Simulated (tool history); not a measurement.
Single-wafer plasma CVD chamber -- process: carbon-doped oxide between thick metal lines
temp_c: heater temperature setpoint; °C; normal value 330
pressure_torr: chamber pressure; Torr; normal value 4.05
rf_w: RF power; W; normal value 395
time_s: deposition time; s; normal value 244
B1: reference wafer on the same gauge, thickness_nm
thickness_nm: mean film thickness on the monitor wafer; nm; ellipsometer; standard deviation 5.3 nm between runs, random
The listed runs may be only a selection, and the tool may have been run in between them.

run 1 hour=0 | temp_c=330 pressure_torr=4.05 rf_w=395 time_s=244 | B1=1240.005 | thickness_nm=1078.645
run 2 hour=12.8 | temp_c=330 pressure_torr=4.05 rf_w=395 time_s=244 | B1=1240.152 | thickness_nm=1068.946
run 3 hour=28.7 | temp_c=330 pressure_torr=4.05 rf_w=395 time_s=244 | B1=1239.485 | thickness_nm=1068.225
run 4 hour=43.4 | temp_c=330 pressure_torr=4.05 rf_w=395 time_s=244 | B1=1238.936 | thickness_nm=1075.062
run 5 hour=58.6 | temp_c=330 pressure_torr=4.05 rf_w=395 time_s=244 | B1=1239.479 | thickness_nm=1072.286
run 6 hour=71.6 | temp_c=330 pressure_torr=4.05 rf_w=395 time_s=244 | B1=1238.988 | thickness_nm=1058.302
run 7 hour=83.6 | temp_c=330 pressure_torr=4.05 rf_w=395 time_s=244 | B1=1240.076 | thickness_nm=1058.163
run 8 hour=98.8 | temp_c=330 pressure_torr=4.05 rf_w=395 time_s=244 | B1=1241.108 | thickness_nm=1066.321
run 9 hour=108 | temp_c=330 pressure_torr=4.05 rf_w=395 time_s=244 | B1=1239.914 | thickness_nm=1068.743
run 10 hour=124.6 | temp_c=316 pressure_torr=4.05 rf_w=445 time_s=244 | B1=1238.982 | thickness_nm=1235.227
run 11 hour=131.2 | temp_c=321 pressure_torr=4.74 rf_w=430 time_s=217 | B1=1240.109 | thickness_nm=1093.248
run 12 hour=146.3 | temp_c=330 pressure_torr=4.05 rf_w=330 time_s=292 | B1=1239.406 | thickness_nm=1112.919
run 13 hour=158.5 | temp_c=330 pressure_torr=4.05 rf_w=395 time_s=244 | B1=1239.808 | thickness_nm=1067.198
run 14 hour=177.1 | temp_c=330 pressure_torr=4.05 rf_w=395 time_s=280 | B1=1239.931 | thickness_nm=1225.613
run 15 hour=181.3 | temp_c=330 pressure_torr=4.05 rf_w=395 time_s=244 | B1=1239.49 | thickness_nm=1066.392
run 16 hour=192.7 | temp_c=330 pressure_torr=4.98 rf_w=355 time_s=244 | B1=1239.094 | thickness_nm=1036.072
run 17 hour=206.5 | temp_c=315 pressure_torr=4.34 rf_w=395 time_s=244 | B1=1239.138 | thickness_nm=1166.765
run 18 hour=215.8 | temp_c=330 pressure_torr=4.05 rf_w=395 time_s=244 | B1=1240.252 | thickness_nm=1066.832
run 19 hour=229.2 | temp_c=324 pressure_torr=4.05 rf_w=450 time_s=215 | B1=1239.775 | thickness_nm=1072.326

Between the runs listed above, the log contained 5 entries, not reproduced here. Where in the sequence does each belong, and how does what the log doesn't record of the tool's condition differ from the listed run before to the listed run after?
Run 5 -> run 6: showerhead replaced (hour 71.1)
  both runs share identical hidden conditions
Run 7 -> run 8: gauge calibrated (hour 96)
  both runs share identical hidden conditions
Run 8 -> run 9: capacitance manometer re-zeroed and calibrated (hour 107.5)
  both runs share identical hidden conditions
Run 9 -> run 10: thermocouple changed; heater temperature recalibrated (hour 124.1)
  both runs share identical hidden conditions
Run 13 -> run 14: RF generator calibrated (hour 176.6)
  both runs share identical hidden conditions
